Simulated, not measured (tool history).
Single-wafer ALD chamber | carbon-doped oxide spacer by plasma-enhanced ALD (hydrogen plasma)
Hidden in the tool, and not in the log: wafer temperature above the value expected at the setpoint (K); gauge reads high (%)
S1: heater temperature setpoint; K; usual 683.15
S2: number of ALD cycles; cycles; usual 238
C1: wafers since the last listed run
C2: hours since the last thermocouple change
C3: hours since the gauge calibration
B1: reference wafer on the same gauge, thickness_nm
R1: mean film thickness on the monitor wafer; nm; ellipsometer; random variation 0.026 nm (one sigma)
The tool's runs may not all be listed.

{"run": 1, "hour": 0.0, "S1": 683.15, "S2": 238, "C1": 0, "C2": 852.7, "C3": 132.9, "B1": 11.803, "R1": 10.676}
{"run": 2, "hour": 16.3, "S1": 683.15, "S2": 238, "C1": 30, "C2": 869, "C3": 149.2, "B1": 11.805, "R1": 10.703}
{"run": 3, "hour": 29.4, "S1": 683.15, "S2": 238, "C1": 24, "C2": 882.1, "C3": 162.3, "B1": 11.802, "R1": 10.713}
{"run": 4, "hour": 45.6, "S1": 683.15, "S2": 238, "C1": 30, "C2": 898.3, "C3": 178.5, "B1": 11.805, "R1": 10.683}
{"run": 5, "hour": 62.4, "S1": 683.15, "S2": 238, "C1": 31, "C2": 915.1, "C3": 195.3, "B1": 11.8, "R1": 10.716}
{"run": 6, "hour": 70.2, "S1": 683.15, "S2": 238, "C1": 14, "C2": 922.9, "C3": 203.1, "B1": 11.805, "R1": 10.745}
{"run": 7, "hour": 86.9, "S1": 683.15, "S2": 238, "C1": 31, "C2": 939.6, "C3": 219.8, "B1": 11.807, "R1": 10.735}
{"run": 8, "hour": 99.0, "S1": 683.15, "S2": 238, "C1": 22, "C2": 951.7, "C3": 231.9, "B1": 11.794, "R1": 10.71}
{"run": 9, "hour": 111.9, "S1": 683.15, "S2": 238, "C1": 24, "C2": 964.6, "C3": 244.8, "B1": 11.798, "R1": 10.78}
{"run": 10, "hour": 122.1, "S1": 683.15, "S2": 267, "C1": 19, "C2": 974.8, "C3": 255, "B1": 11.8, "R1": 12.031}
{"run": 11, "hour": 137.8, "S1": 683.15, "S2": 267, "C1": 29, "C2": 990.5, "C3": 270.7, "B1": 11.8, "R1": 12.014}
{"run": 12, "hour": 154.4, "S1": 683.15, "S2": 267, "C1": 31, "C2": 1007.1, "C3": 287.3, "B1": 11.81, "R1": 12.066}
{"hour": 159.1, "done": "gauge calibrated"}
{"run": 13, "hour": 162.9, "S1": 683.15, "S2": 238, "C1": 16, "C2": 1015.6, "C3": 3.8, "B1": 11.8, "R1": 10.725}
{"run": 14, "hour": 170.3, "S1": 683.15, "S2": 238, "C1": 13, "C2": 1023, "C3": 11.2, "B1": 11.798, "R1": 10.696}
{"hour": 188.7, "done": "thermocouple changed; heater temperature recalibrated"}
{"run": 15, "hour": 189.2, "S1": 683.15, "S2": 238, "C1": 20, "C2": 0.5, "C3": 30.1, "B1": 11.799, "R1": 10.581}
{"run": 16, "hour": 197.3, "S1": 683.15, "S2": 238, "C1": 15, "C2": 8.6, "C3": 38.2, "B1": 11.798, "R1": 10.553}
{"run": 17, "hour": 215.3, "S1": 683.15, "S2": 238, "C1": 33, "C2": 26.6, "C3": 56.2, "B1": 11.794, "R1": 10.546}
{"run": 18, "hour": 231.5, "S1": 675.15, "S2": 205, "C1": 30, "C2": 42.8, "C3": 72.4, "B1": 11.797, "R1": 9.239}
{"run": 19, "hour": 244.0, "S1": 683.15, "S2": 238, "C1": 23, "C2": 55.3, "C3": 84.9, "B1": 11.803, "R1": 10.557}
{"run": 20, "hour": 251.5, "S1": 683.15, "S2": 238, "C1": 14, "C2": 62.8, "C3": 92.4, "B1": 11.805, "R1": 10.586}
{"run": 21, "hour": 263.9, "S1": 683.15, "S2": 238, "C1": 23, "C2": 75.2, "C3": 104.8, "B1": 11.803, "R1": 10.571}
{"run": 22, "hour": 271.8, "S1": 683.15, "S2": 249, "C1": 14, "C2": 83.1, "C3": 112.7, "B1": 11.807, "R1": 11.091}
{"run": 23, "hour": 285.9, "S1": 683.15, "S2": 238, "C1": 26, "C2": 97.2, "C3": 126.8, "B1": 11.811, "R1": 10.558}
{"run": 24, "hour": 299.1, "S1": 683.15, "S2": 238, "C1": 24, "C2": 110.4, "C3": 140, "B1": 11.805, "R1": 10.58}
{"run": 25, "hour": 305.6, "S1": 683.15, "S2": 238, "C1": 12, "C2": 116.9, "C3": 146.5, "B1": 11.808, "R1": 10.574}
{"run": 26, "hour": 321.8, "S1": 673.15, "S2": 251, "C1": 30, "C2": 133.1, "C3": 162.7, "B1": 11.8, "R1": 11.426}
{"run": 27, "hour": 333.6, "S1": 671.15, "S2": 204, "C1": 22, "C2": 144.9, "C3": 174.5, "B1": 11.802, "R1": 9.323}
{"run": 28, "hour": 350.5, "S1": 690.15, "S2": 281, "C1": 31, "C2": 161.8, "C3": 191.4, "B1": 11.798, "R1": 12.289}
{"run": 29, "hour": 359.6, "S1": 683.15, "S2": 204, "C1": 17, "C2": 170.9, "C3": 200.5, "B1": 11.805, "R1": 9.083}
{"run": 30, "hour": 369.0, "S1": 683.15, "S2": 192, "C1": 17, "C2": 180.3, "C3": 209.9, "B1": 11.805, "R1": 8.537}
{"run": 31, "hour": 378.8, "S1": 683.15, "S2": 267, "C1": 18, "C2": 190.1, "C3": 219.7, "B1": 11.797, "R1": 11.816}
{"run": 32, "hour": 393.4, "S1": 670.15, "S2": 285, "C1": 27, "C2": 204.7, "C3": 234.3, "B1": 11.794, "R1": 13.027}
{"run": 33, "hour": 408.5, "S1": 696.15, "S2": 265, "C1": 28, "C2": 219.8, "C3": 249.4, "B1": 11.806, "R1": 11.391}
{"run": 34, "hour": 419.7, "S1": 675.15, "S2": 268, "C1": 21, "C2": 231, "C3": 260.6, "B1": 11.804, "R1": 12.197}
{"run": 35, "hour": 429.9, "S1": 683.15, "S2": 238, "C1": 19, "C2": 241.2, "C3": 270.8, "B1": 11.806, "R1": 10.588}
{"run": 36, "hour": 436.7, "S1": 669.15, "S2": 200, "C1": 12, "C2": 248, "C3": 277.6, "B1": 11.803, "R1": 9.111}
{"run": 37, "hour": 447.4, "S1": 668.15, "S2": 238, "C1": 20, "C2": 258.7, "C3": 288.3, "B1": 11.795, "R1": 10.925}
{"run": 38, "hour": 462.4, "S1": 683.15, "S2": 238, "C1": 28, "C2": 273.7, "C3": 303.3, "B1": 11.8, "R1": 10.597}
{"hour": 465.1, "done": "gauge calibrated"}
{"run": 39, "hour": 477.3, "S1": 689.15, "S2": 238, "C1": 28, "C2": 288.6, "C3": 12.2, "B1": 11.798, "R1": 10.383}
{"run": 40, "hour": 485.4, "S1": 692.15, "S2": 222, "C1": 15, "C2": 296.7, "C3": 20.3, "B1": 11.796, "R1": 9.638}
{"run": 41, "hour": 491.5, "S1": 691.15, "S2": 238, "C1": 11, "C2": 302.8, "C3": 26.4, "B1": 11.797, "R1": 10.382}
{"run": 42, "hour": 503.2, "S1": 683.15, "S2": 253, "C1": 22, "C2": 314.5, "C3": 38.1, "B1": 11.802, "R1": 11.261}
{"run": 43, "hour": 516.7, "S1": 683.15, "S2": 283, "C1": 25, "C2": 328, "C3": 51.6, "B1": 11.794, "R1": 12.609}
{"run": 44, "hour": 526.7, "S1": 695.15, "S2": 238, "C1": 18, "C2": 338, "C3": 61.6, "B1": 11.8, "R1": 10.269}

What the log doesn't show, run by run:
gauge reads high (%): 0 in every run
H1: wafer temperature above the value expected at the setpoint (K)
run=1 H1=-4.43
run=2 H1=-4.54
run=3 H1=-4.62
run=4 H1=-4.72
run=5 H1=-4.83
run=6 H1=-4.88
run=7 H1=-4.99
run=8 H1=-5.07
run=9 H1=-5.15
run=10 H1=-5.21
run=11 H1=-5.31
run=12 H1=-5.42
run=13 H1=-5.47
run=14 H1=-5.52
run=15 H1=0.476
run=16 H1=0.425
run=17 H1=0.31
run=18 H1=0.207
run=19 H1=0.127
run=20 H1=0.0793
run=21 H1=0.000238
run=22 H1=-0.0501
run=23 H1=-0.14
run=24 H1=-0.224
run=25 H1=-0.266
run=26 H1=-0.369
run=27 H1=-0.444
run=28 H1=-0.552
run=29 H1=-0.61
run=30 H1=-0.67
run=31 H1=-0.732
run=32 H1=-0.825
run=33 H1=-0.921
run=34 H1=-0.993
run=35 H1=-1.06
run=36 H1=-1.1
run=37 H1=-1.17
run=38 H1=-1.26
run=39 H1=-1.36
run=40 H1=-1.41
run=41 H1=-1.45
run=42 H1=-1.53
run=43 H1=-1.61
run=44 H1=-1.67
